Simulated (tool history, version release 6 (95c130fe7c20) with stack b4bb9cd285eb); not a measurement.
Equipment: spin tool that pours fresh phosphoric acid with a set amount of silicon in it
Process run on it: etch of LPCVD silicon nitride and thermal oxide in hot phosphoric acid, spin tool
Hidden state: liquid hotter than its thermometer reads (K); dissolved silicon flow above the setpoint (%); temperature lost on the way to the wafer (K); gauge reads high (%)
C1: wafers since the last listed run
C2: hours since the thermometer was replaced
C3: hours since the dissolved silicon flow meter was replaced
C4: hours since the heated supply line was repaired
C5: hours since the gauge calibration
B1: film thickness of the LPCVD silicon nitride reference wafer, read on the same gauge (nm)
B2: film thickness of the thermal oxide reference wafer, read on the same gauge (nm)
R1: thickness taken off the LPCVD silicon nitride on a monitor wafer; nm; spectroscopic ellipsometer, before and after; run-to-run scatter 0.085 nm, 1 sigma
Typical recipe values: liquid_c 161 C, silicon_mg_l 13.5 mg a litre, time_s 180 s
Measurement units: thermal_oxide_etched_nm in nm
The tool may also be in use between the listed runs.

Run 1, day 0: usual settings; C1 0; C2 1802.4; C3 324.9; C4 3680.9; C5 424.6; B1 29.97; B2 70.034. Result: R1 16.23 nm, thermal_oxide_etched_nm 0.395 nm.
Run 2, day 1.904: usual settings; C1 411; C2 1848.1; C3 370.6; C4 3726.6; C5 470.3; B1 30.01; B2 70.012. Result: R1 16.03 nm, thermal_oxide_etched_nm 0.449 nm.
Run 3, day 3.512: usual settings but silicon_mg_l 16 mg a litre; C1 347; C2 1886.7; C3 409.2; C4 3765.2; C5 508.9; B1 29.97; B2 69.978. Result: R1 16.17 nm, thermal_oxide_etched_nm 0.376 nm.
Run 4, day 7.608: usual settings but silicon_mg_l 16 mg a litre; C1 884; C2 1985; C3 507.5; C4 3863.5; C5 607.2; B1 29.97; B2 70.002. Result: R1 16.2 nm, thermal_oxide_etched_nm 0.462 nm.
Run 5, day 9.025: usual settings but liquid_c 163 C; C1 305; C2 2019; C3 541.5; C4 3897.5; C5 641.2; B1 29.99; B2 69.996. Result: R1 17.3 nm, thermal_oxide_etched_nm 0.444 nm.
Run 6, day 10.412: usual settings; C1 299; C2 2052.3; C3 574.8; C4 3930.8; C5 674.5; B1 30.03; B2 69.997. Result: R1 16.1 nm, thermal_oxide_etched_nm 0.453 nm.
Run 7, day 12.454: usual settings; C1 440; C2 2101.3; C3 623.8; C4 3979.8; C5 723.5; B1 30.02; B2 70.015. Result: R1 15.97 nm, thermal_oxide_etched_nm 0.457 nm.
Run 8, day 14.242: usual settings; C1 385; C2 2144.2; C3 666.7; C4 4022.7; C5 766.4; B1 30.01; B2 70.024. Result: R1 16.12 nm, thermal_oxide_etched_nm 0.396 nm.
Run 9, day 16.333: usual settings but liquid_c 161.5 C; C1 451; C2 2194.4; C3 716.9; C4 4072.9; C5 816.6; B1 30.02; B2 70.009. Result: R1 16.48 nm, thermal_oxide_etched_nm 0.475 nm.
Run 10, day 18.104: usual settings; C1 382; C2 2236.9; C3 759.4; C4 4115.4; C5 859.1; B1 29.98; B2 70.007. Result: R1 16.26 nm, thermal_oxide_etched_nm 0.41 nm.
Run 11, day 19.867: usual settings but liquid_c 162 C, time_s 285 s; C1 380; C2 2279.2; C3 801.7; C4 4157.7; C5 901.4; B1 30.01; B2 70.01. Result: R1 26.62 nm, thermal_oxide_etched_nm 0.76 nm.
At day 23.012: heated supply line repaired.
Run 12, day 27.088: usual settings but silicon_mg_l 17 mg a litre; C1 1549; C2 2452.5; C3 975; C4 97.8; C5 1074.7; B1 29.97; B2 69.98. Result: R1 16.21 nm, thermal_oxide_etched_nm 0.359 nm.
At day 28.8: thermometer replaced.
Run 13, day 29.775: usual settings but silicon_mg_l 19 mg a litre; C1 571; C2 23.4; C3 1039.5; C4 162.3; C5 1139.2; B1 29.99; B2 70.003. Result: R1 15.32 nm, thermal_oxide_etched_nm 0.351 nm.
Run 14, day 32.654: usual settings; C1 621; C2 92.5; C3 1108.6; C4 231.4; C5 1208.3; B1 30.05; B2 70.002. Result: R1 15.45 nm, thermal_oxide_etched_nm 0.449 nm.
Run 15, day 34.938: usual settings but liquid_c 160 C, silicon_mg_l 8 mg a litre, time_s 240 s; C1 492; C2 147.3; C3 1163.4; C4 286.2; C5 1263.1; B1 29.97; B2 70.023. Result: R1 19.95 nm, thermal_oxide_etched_nm 0.534 nm.
At day 34.983: dissolved silicon flow meter replaced.
At day 35.275: gauge calibrated.
Run 16, day 36.654: usual settings but silicon_mg_l 9.5 mg a litre; C1 361; C2 188.5; C3 40.1; C4 327.4; C5 33.1; B1 30; B2 70.012. Result: R1 15.48 nm, thermal_oxide_etched_nm 0.409 nm.
Run 17, day 39.929: usual settings but liquid_c 162.5 C, silicon_mg_l 24.5 mg a litre, time_s 150 s; C1 706; C2 267.1; C3 118.7; C4 406; C5 111.7; B1 29.99; B2 70.01. Result: R1 13.64 nm, thermal_oxide_etched_nm 0.265 nm.
Run 18, day 41.558: usual settings but liquid_c 163.5 C, silicon_mg_l 9.5 mg a litre, time_s 120 s; C1 351; C2 306.2; C3 157.8; C4 445.1; C5 150.8; B1 29.97; B2 70.002. Result: R1 11.24 nm, thermal_oxide_etched_nm 0.304 nm.
Run 19, day 44.417: usual settings but liquid_c 159 C, time_s 240 s; C1 616; C2 374.8; C3 226.4; C4 513.7; C5 219.4; B1 29.99; B2 69.994. Result: R1 19.35 nm, thermal_oxide_etched_nm 0.47 nm.
Run 20, day 46.029: usual settings but liquid_c 159.5 C, time_s 240 s; C1 348; C2 413.5; C3 265.1; C4 552.4; C5 258.1; B1 30; B2 69.993. Result: R1 19.73 nm, thermal_oxide_etched_nm 0.39 nm.
Run 21, day 47.267: usual settings but silicon_mg_l 17.5 mg a litre; C1 267; C2 443.2; C3 294.8; C4 582.1; C5 287.8; B1 30; B2 69.998. Result: R1 15.48 nm, thermal_oxide_etched_nm 0.353 nm.
Run 22, day 49.25: usual settings but liquid_c 159 C, silicon_mg_l 7 mg a litre, time_s 75 s; C1 428; C2 490.8; C3 342.4; C4 629.7; C5 335.4; B1 30.01; B2 69.988. Result: R1 6.07 nm, thermal_oxide_etched_nm 0.177 nm.

Consider 4 possible next runs. They are alternatives, not a sequence: every one starts from the tool as it was left by run 22. What does each give?
Run A, day 49.271: usual settings; C1 4; C2 491.3; C3 342.9; C4 630.2; C5 335.9; B1 ?; B2 ?. Result: R1 ?, thermal_oxide_etched_nm ?.
Run B, day 49.271: usual settings but liquid_c 159.5 C, time_s 110 s; C1 4; C2 491.3; C3 342.9; C4 630.2; C5 335.9; B1 ?; B2 ?. Result: R1 ?, thermal_oxide_etched_nm ?.
Run C, day 49.271: usual settings but time_s 265 s; C1 4; C2 491.3; C3 342.9; C4 630.2; C5 335.9; B1 ?; B2 ?. Result: R1 ?, thermal_oxide_etched_nm ?.
Run D, day 49.271: usual settings but liquid_c 159.5 C; C1 4; C2 491.3; C3 342.9; C4 630.2; C5 335.9; B1 ?; B2 ?. Result: R1 ?, thermal_oxide_etched_nm ?.

run     B1     B2     R1  thermal_oxide_etched_nm
  A  29.96  69.97  15.52                    0.406
  B  29.96  69.97   9.02                    0.222
  C  29.96  69.97  22.85                    0.598
  D  29.96  69.97  14.76                    0.364
Without the tool's hidden state the same runs would have given:
run     R1  thermal_oxide_etched_nm
  A   15.3                    0.394
  B   8.89                    0.215
  C  22.53                     0.58
  D  14.55                    0.352
